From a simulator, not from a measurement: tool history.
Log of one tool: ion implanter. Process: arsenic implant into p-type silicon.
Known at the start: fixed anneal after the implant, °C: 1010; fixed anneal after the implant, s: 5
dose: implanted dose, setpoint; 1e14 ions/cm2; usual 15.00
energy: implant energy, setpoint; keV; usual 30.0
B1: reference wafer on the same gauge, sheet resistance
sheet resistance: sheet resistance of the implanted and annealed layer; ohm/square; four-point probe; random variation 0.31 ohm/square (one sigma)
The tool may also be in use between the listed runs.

{"run": 1, "day": 0.0, "dose": 16.4, "energy": 35.5, "B1": 130.09, "sheet resistance": 96.9}
{"run": 2, "day": 2.312, "dose": 15.0, "energy": 30.0, "B1": 129.93, "sheet resistance": 106.59}
{"run": 3, "day": 9.021, "dose": 15.0, "energy": 30.0, "B1": 129.97, "sheet resistance": 106.68}
{"run": 4, "day": 11.888, "dose": 15.0, "energy": 30.0, "B1": 130.23, "sheet resistance": 106.43}
{"run": 5, "day": 14.104, "dose": 15.0, "energy": 30.0, "B1": 130.09, "sheet resistance": 106.63}
{"run": 6, "day": 16.829, "dose": 15.0, "energy": 27.5, "B1": 129.88, "sheet resistance": 110.72}
{"run": 7, "day": 19.821, "dose": 15.0, "energy": 27.5, "B1": 130.11, "sheet resistance": 111.38}
{"run": 8, "day": 23.633, "dose": 15.0, "energy": 27.5, "B1": 130.07, "sheet resistance": 111.59}
{"run": 9, "day": 26.158, "dose": 15.0, "energy": 35.5, "B1": 130.05, "sheet resistance": 99.2}
{"day": 26.712, "done": "gauge calibrated"}
{"day": 27.404, "done": "Faraday cup replaced and dose calibrated"}
{"run": 10, "day": 29.333, "dose": 15.0, "energy": 35.5, "B1": 130.01, "sheet resistance": 100.74}
{"run": 11, "day": 33.6, "dose": 15.0, "energy": 35.5, "B1": 130.08, "sheet resistance": 100.92}
{"day": 35.529, "done": "extraction supply calibrated"}
{"run": 12, "day": 36.879, "dose": 13.3, "energy": 30.0, "B1": 129.95, "sheet resistance": 112.04}
{"run": 13, "day": 39.067, "dose": 15.0, "energy": 30.0, "B1": 129.96, "sheet resistance": 107.67}
{"run": 14, "day": 41.896, "dose": 12.46, "energy": 39.0, "B1": 130.0, "sheet resistance": 104.22}
{"run": 15, "day": 45.608, "dose": 16.21, "energy": 27.5, "B1": 130.0, "sheet resistance": 109.59}
{"run": 16, "day": 47.867, "dose": 12.84, "energy": 24.5, "B1": 129.89, "sheet resistance": 122.48}
{"run": 17, "day": 51.304, "dose": 15.0, "energy": 30.0, "B1": 130.04, "sheet resistance": 106.75}
{"run": 18, "day": 54.408, "dose": 16.58, "energy": 34.0, "B1": 129.95, "sheet resistance": 98.33}
{"run": 19, "day": 57.35, "dose": 11.28, "energy": 40.0, "B1": 129.87, "sheet resistance": 108.28}
{"run": 20, "day": 61.65, "dose": 12.97, "energy": 24.5, "B1": 129.9, "sheet resistance": 121.76}
{"run": 21, "day": 64.612, "dose": 16.38, "energy": 38.5, "B1": 130.15, "sheet resistance": 93.56}
{"run": 22, "day": 66.925, "dose": 15.0, "energy": 40.0, "B1": 130.01, "sheet resistance": 94.88}

What the log doesn't show, run by run:
deviation of the true energy from its setpoint, %: 0 in every run
gauge reads high (%): 0 in every run
H1: deviation of the true dose from the Faraday cup's reading, %
run=1 H1=3.52
run=2 H1=3.66
run=3 H1=3.98
run=4 H1=4.08
run=5 H1=4.15
run=6 H1=4.23
run=7 H1=4.3
run=8 H1=4.37
run=9 H1=4.42
run=10 H1=-0.472
run=11 H1=0.504
run=12 H1=1.12
run=13 H1=1.47
run=14 H1=1.86
run=15 H1=2.3
run=16 H1=2.53
run=17 H1=2.82
run=18 H1=3.05
run=19 H1=3.23
run=20 H1=3.44
run=21 H1=3.56
run=22 H1=3.65
